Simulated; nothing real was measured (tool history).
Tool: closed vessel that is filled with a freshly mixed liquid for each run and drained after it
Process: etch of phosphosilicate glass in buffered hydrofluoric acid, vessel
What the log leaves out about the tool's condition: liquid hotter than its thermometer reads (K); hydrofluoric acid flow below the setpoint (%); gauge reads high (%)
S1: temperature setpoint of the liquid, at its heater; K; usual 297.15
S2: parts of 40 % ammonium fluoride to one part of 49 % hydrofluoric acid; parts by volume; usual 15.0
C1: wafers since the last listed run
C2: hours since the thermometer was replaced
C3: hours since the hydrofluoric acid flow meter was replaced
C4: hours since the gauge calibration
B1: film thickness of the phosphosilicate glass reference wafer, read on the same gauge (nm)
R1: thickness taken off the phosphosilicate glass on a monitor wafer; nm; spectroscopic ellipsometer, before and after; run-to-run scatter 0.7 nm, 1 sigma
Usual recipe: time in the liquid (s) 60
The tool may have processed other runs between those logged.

Run 1, hour 0.0: usual settings; C1 0; C2 1719.7; C3 2679.6; C4 147.3; B1 70.03. Result: R1 134.60 nm.
Run 2, hour 14.0: usual settings; C1 1166; C2 1733.7; C3 2693.6; C4 161.3; B1 70.00. Result: R1 134.74 nm.
Run 3, hour 31.8: usual settings; C1 1482; C2 1751.5; C3 2711.4; C4 179.1; B1 70.01. Result: R1 134.50 nm.
Run 4, hour 39.0: usual settings; C1 599; C2 1758.7; C3 2718.6; C4 186.3; B1 69.98. Result: R1 136.00 nm.
Run 5, hour 50.6: usual settings; C1 966; C2 1770.3; C3 2730.2; C4 197.9; B1 70.01. Result: R1 134.57 nm.
Run 6, hour 58.1: usual settings but S1 294.65 K, S2 13.5 parts by volume; C1 624; C2 1777.8; C3 2737.7; C4 205.4; B1 69.99. Result: R1 130.32 nm.
Run 7, hour 65.5: usual settings but S1 294.65 K, S2 13.5 parts by volume; C1 616; C2 1785.2; C3 2745.1; C4 212.8; B1 69.98. Result: R1 130.61 nm.
Run 8, hour 76.9: usual settings; C1 949; C2 1796.6; C3 2756.5; C4 224.2; B1 70.01. Result: R1 134.35 nm.
Run 9, hour 85.7: usual settings but S1 299.15 K; C1 733; C2 1805.4; C3 2765.3; C4 233.0; B1 69.99. Result: R1 149.18 nm.
Run 10, hour 99.2: usual settings but S1 299.15 K; C1 1124; C2 1818.9; C3 2778.8; C4 246.5; B1 70.00. Result: R1 149.02 nm.
Run 11, hour 108.5: usual settings but S1 299.15 K; C1 774; C2 1828.2; C3 2788.1; C4 255.8; B1 70.00. Result: R1 150.29 nm.
Run 12, hour 121.2: usual settings but S1 301.15 K, time in the liquid (s) 85; C1 1058; C2 1840.9; C3 2800.8; C4 268.5; B1 69.98. Result: R1 235.40 nm.
At hour 126.8: hydrofluoric acid flow meter replaced.
Run 13, hour 133.3: usual settings but S1 301.15 K, time in the liquid (s) 85; C1 924; C2 1853.0; C3 6.5; C4 280.6; B1 69.99. Result: R1 270.99 nm.
Run 14, hour 144.4: usual settings; C1 924; C2 1864.1; C3 17.6; C4 291.7; B1 70.00. Result: R1 153.65 nm.
Run 15, hour 153.9: usual settings; C1 791; C2 1873.6; C3 27.1; C4 301.2; B1 69.98. Result: R1 153.57 nm.
Run 16, hour 169.0: usual settings but S1 301.65 K, time in the liquid (s) 35; C1 1257; C2 1888.7; C3 42.2; C4 316.3; B1 70.00. Result: R1 115.16 nm.
At hour 172.4: thermometer replaced.
Run 17, hour 186.3: usual settings but S1 295.15 K, S2 19.0 parts by volume, time in the liquid (s) 50; C1 1357; C2 13.9; C3 59.5; C4 333.6; B1 69.99. Result: R1 90.41 nm.
Run 18, hour 202.5: usual settings but S1 294.15 K, S2 17.5 parts by volume, time in the liquid (s) 50; C1 1349; C2 30.1; C3 75.7; C4 349.8; B1 70.00. Result: R1 93.33 nm.
Run 19, hour 218.6: usual settings but S1 299.15 K; C1 1341; C2 46.2; C3 91.8; C4 365.9; B1 69.99. Result: R1 170.97 nm.
Run 20, hour 224.8: usual settings but S1 300.65 K, S2 19.0 parts by volume, time in the liquid (s) 90; C1 516; C2 52.4; C3 98.0; C4 372.1; B1 69.99. Result: R1 220.25 nm.
Run 21, hour 232.0: usual settings but S1 300.15 K, time in the liquid (s) 30; C1 599; C2 59.6; C3 105.2; C4 379.3; B1 70.00. Result: R1 90.26 nm.
Run 22, hour 247.2: usual settings but S1 294.65 K, S2 10.0 parts by volume; C1 1266; C2 74.8; C3 120.4; C4 394.5; B1 70.00. Result: R1 198.73 nm.
At hour 255.8: gauge calibrated.
Run 23, hour 260.5: usual settings but S2 20.5 parts by volume, time in the liquid (s) 70; C1 1107; C2 88.1; C3 133.7; C4 4.7; B1 70.01. Result: R1 133.16 nm.
Run 24, hour 277.3: usual settings but S1 293.15 K, S2 20.5 parts by volume, time in the liquid (s) 85; C1 1399; C2 104.9; C3 150.5; C4 21.5; B1 70.01. Result: R1 128.87 nm.
Run 25, hour 286.4: usual settings but S1 292.65 K, S2 19.5 parts by volume, time in the liquid (s) 85; C1 758; C2 114.0; C3 159.6; C4 30.6; B1 70.01. Result: R1 130.10 nm.
Run 26, hour 297.6: usual settings but S1 292.15 K; C1 933; C2 125.2; C3 170.8; C4 41.8; B1 70.00. Result: R1 115.94 nm.
Run 27, hour 315.0: usual settings but S1 301.15 K, S2 12.0 parts by volume, time in the liquid (s) 35; C1 1449; C2 142.6; C3 188.2; C4 59.2; B1 69.99. Result: R1 137.47 nm.
Run 28, hour 324.1: usual settings but S1 301.65 K, time in the liquid (s) 35; C1 758; C2 151.7; C3 197.3; C4 68.3; B1 70.01. Result: R1 113.18 nm.
Run 29, hour 337.3: usual settings but S1 294.65 K, S2 11.0 parts by volume, time in the liquid (s) 30; C1 1099; C2 164.9; C3 210.5; C4 81.5; B1 69.98. Result: R1 90.72 nm.
Run 30, hour 358.3: usual settings; C1 1749; C2 185.9; C3 231.5; C4 102.5; B1 69.99. Result: R1 153.23 nm.
Run 31, hour 365.2: usual settings but S1 293.15 K, S2 10.0 parts by volume; C1 574; C2 192.8; C3 238.4; C4 109.4; B1 69.98. Result: R1 182.83 nm.

Alternative continuations, all from the tool just after run 31; predict every row:
Run A, hour 365.9: usual settings; C1 58; C2 193.5; C3 239.1; C4 110.1; B1 ?. Result: R1 ?.
Run B, hour 365.9: usual settings but S2 18.5 parts by volume; C1 58; C2 193.5; C3 239.1; C4 110.1; B1 ?. Result: R1 ?.
Run C, hour 365.9: usual settings but time in the liquid (s) 95; C1 58; C2 193.5; C3 239.1; C4 110.1; B1 ?. Result: R1 ?.
Run D, hour 365.9: usual settings but S1 299.65 K, S2 19.5 parts by volume; C1 58; C2 193.5; C3 239.1; C4 110.1; B1 ?. Result: R1 ?.
Run E, hour 365.9: usual settings but S1 299.15 K, time in the liquid (s) 90; C1 58; C2 193.5; C3 239.1; C4 110.1; B1 ?. Result: R1 ?.

run     B1      R1
  A  69.99  153.66
  B  69.99  124.98
  C  69.99  243.29
  D  69.99  135.92
  E  69.99  256.91
Had the tool no hidden state, the same runs would have come out as:
run      R1
  A  156.88
  B  127.61
  C  248.39
  D  138.77
  E  262.29
